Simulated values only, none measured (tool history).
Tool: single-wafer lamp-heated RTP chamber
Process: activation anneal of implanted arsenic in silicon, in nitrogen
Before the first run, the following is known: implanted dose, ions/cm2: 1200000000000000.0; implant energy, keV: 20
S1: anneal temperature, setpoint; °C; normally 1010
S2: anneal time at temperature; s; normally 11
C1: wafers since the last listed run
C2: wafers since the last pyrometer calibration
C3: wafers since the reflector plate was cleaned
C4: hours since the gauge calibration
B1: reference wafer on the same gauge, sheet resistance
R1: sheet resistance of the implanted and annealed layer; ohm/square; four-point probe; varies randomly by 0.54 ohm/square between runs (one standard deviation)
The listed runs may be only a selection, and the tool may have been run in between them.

{"run": 1, "hour": 0.0, "S1": 993, "S2": 16, "C1": 0, "C2": 798, "C3": 7402, "C4": 68, "B1": 108.04, "R1": 120.53}
{"run": 2, "hour": 23.5, "S1": 1010, "S2": 11, "C1": 493, "C2": 1291, "C3": 7896, "C4": 91.5, "B1": 107.83, "R1": 118.03}
{"run": 3, "hour": 58.7, "S1": 1010, "S2": 11, "C1": 739, "C2": 2030, "C3": 8635, "C4": 126.7, "B1": 108.05, "R1": 116.32}
{"hour": 72.8, "done": "pyrometer window cleaned and pyrometer calibrated"}
{"run": 4, "hour": 93.2, "S1": 1010, "S2": 11, "C1": 556, "C2": 428, "C3": 9191, "C4": 161.2, "B1": 107.97, "R1": 118.14}
{"run": 5, "hour": 118.0, "S1": 1010, "S2": 11, "C1": 520, "C2": 948, "C3": 9712, "C4": 186, "B1": 107.99, "R1": 117.38}
{"run": 6, "hour": 151.2, "S1": 1010, "S2": 11, "C1": 697, "C2": 1646, "C3": 10409, "C4": 219.2, "B1": 108, "R1": 117.17}
{"run": 7, "hour": 180.7, "S1": 988, "S2": 11, "C1": 619, "C2": 2265, "C3": 11029, "C4": 248.7, "B1": 107.98, "R1": 122.19}
{"hour": 189.2, "done": "pyrometer window cleaned and pyrometer calibrated"}
{"run": 8, "hour": 215.6, "S1": 1010, "S2": 11, "C1": 564, "C2": 555, "C3": 11594, "C4": 283.6, "B1": 107.9, "R1": 118.38}
{"hour": 230.6, "done": "reflector plate cleaned"}
{"run": 9, "hour": 241.3, "S1": 1010, "S2": 11, "C1": 371, "C2": 927, "C3": 223, "C4": 309.3, "B1": 107.95, "R1": 120.37}
{"run": 10, "hour": 269.7, "S1": 1010, "S2": 11, "C1": 596, "C2": 1523, "C3": 820, "C4": 337.7, "B1": 108.03, "R1": 118.09}
{"hour": 275.9, "done": "gauge calibrated"}
{"hour": 295.7, "done": "pyrometer window cleaned and pyrometer calibrated"}
{"run": 11, "hour": 303.2, "S1": 994, "S2": 11, "C1": 535, "C2": 157, "C3": 1355, "C4": 27.3, "B1": 108.12, "R1": 127.53}
{"run": 12, "hour": 327.2, "S1": 1022, "S2": 9, "C1": 504, "C2": 661, "C3": 1859, "C4": 51.3, "B1": 108, "R1": 117.86}
{"run": 13, "hour": 345.5, "S1": 1010, "S2": 11, "C1": 384, "C2": 1045, "C3": 2244, "C4": 69.6, "B1": 108.19, "R1": 117.9}
{"run": 14, "hour": 379.7, "S1": 1019, "S2": 16, "C1": 718, "C2": 1764, "C3": 2962, "C4": 103.8, "B1": 108.02, "R1": 110.78}
{"hour": 406.0, "done": "pyrometer window cleaned and pyrometer calibrated"}
{"run": 15, "hour": 406.5, "S1": 1010, "S2": 14, "C1": 394, "C2": 11, "C3": 3357, "C4": 130.6, "B1": 108.34, "R1": 117.09}
{"run": 16, "hour": 421.6, "S1": 1028, "S2": 15, "C1": 317, "C2": 328, "C3": 3674, "C4": 145.7, "B1": 107.92, "R1": 109.03}
{"run": 17, "hour": 445.8, "S1": 1018, "S2": 15, "C1": 508, "C2": 836, "C3": 4182, "C4": 169.9, "B1": 108.05, "R1": 112.2}
{"run": 18, "hour": 506.1, "S1": 1030, "S2": 15, "C1": 1266, "C2": 2102, "C3": 5449, "C4": 230.2, "B1": 107.99, "R1": 107.14}
{"hour": 532.3, "done": "pyrometer window cleaned and pyrometer calibrated"}
{"run": 19, "hour": 533.3, "S1": 1020, "S2": 6, "C1": 403, "C2": 20, "C3": 5852, "C4": 257.4, "B1": 108.07, "R1": 121.77}
{"run": 20, "hour": 562.6, "S1": 1010, "S2": 14, "C1": 615, "C2": 635, "C3": 6467, "C4": 286.7, "B1": 108.14, "R1": 116.07}
{"run": 21, "hour": 584.9, "S1": 992, "S2": 6, "C1": 468, "C2": 1103, "C3": 6936, "C4": 309, "B1": 108.02, "R1": 131.01}
{"run": 22, "hour": 603.8, "S1": 1010, "S2": 11, "C1": 396, "C2": 1500, "C3": 7332, "C4": 327.9, "B1": 107.89, "R1": 116.54}

5 options for the next run, each taken on its own from the tool as it stands now. Forecast them:
{"run": "A", "hour": 604.2, "S1": 1022, "S2": 11, "C1": 8, "C2": 1509, "C3": 7341, "C4": 328.3, "B1": "?", "R1": "?"}
{"run": "B", "hour": 604.2, "S1": 1031, "S2": 5, "C1": 8, "C2": 1509, "C3": 7341, "C4": 328.3, "B1": "?", "R1": "?"}
{"run": "C", "hour": 604.2, "S1": 1020, "S2": 11, "C1": 8, "C2": 1509, "C3": 7341, "C4": 328.3, "B1": "?", "R1": "?"}
{"run": "D", "hour": 604.2, "S1": 1002, "S2": 11, "C1": 8, "C2": 1509, "C3": 7341, "C4": 328.3, "B1": "?", "R1": "?"}
{"run": "E", "hour": 604.2, "S1": 1023, "S2": 15, "C1": 8, "C2": 1509, "C3": 7341, "C4": 328.3, "B1": "?", "R1": "?"}

run=A B1=108.15 R1=112.86
run=B B1=108.15 R1=118.79
run=C B1=108.15 R1=113.43
run=D B1=108.15 R1=118.96
run=E B1=108.15 R1=109.08
The same runs, with their run-to-run variation unchanged, on a tool lacking any hidden condition would have given:
run=A R1=117.36
run=B R1=123.26
run=C R1=118
run=D R1=124.15
run=E R1=113.4

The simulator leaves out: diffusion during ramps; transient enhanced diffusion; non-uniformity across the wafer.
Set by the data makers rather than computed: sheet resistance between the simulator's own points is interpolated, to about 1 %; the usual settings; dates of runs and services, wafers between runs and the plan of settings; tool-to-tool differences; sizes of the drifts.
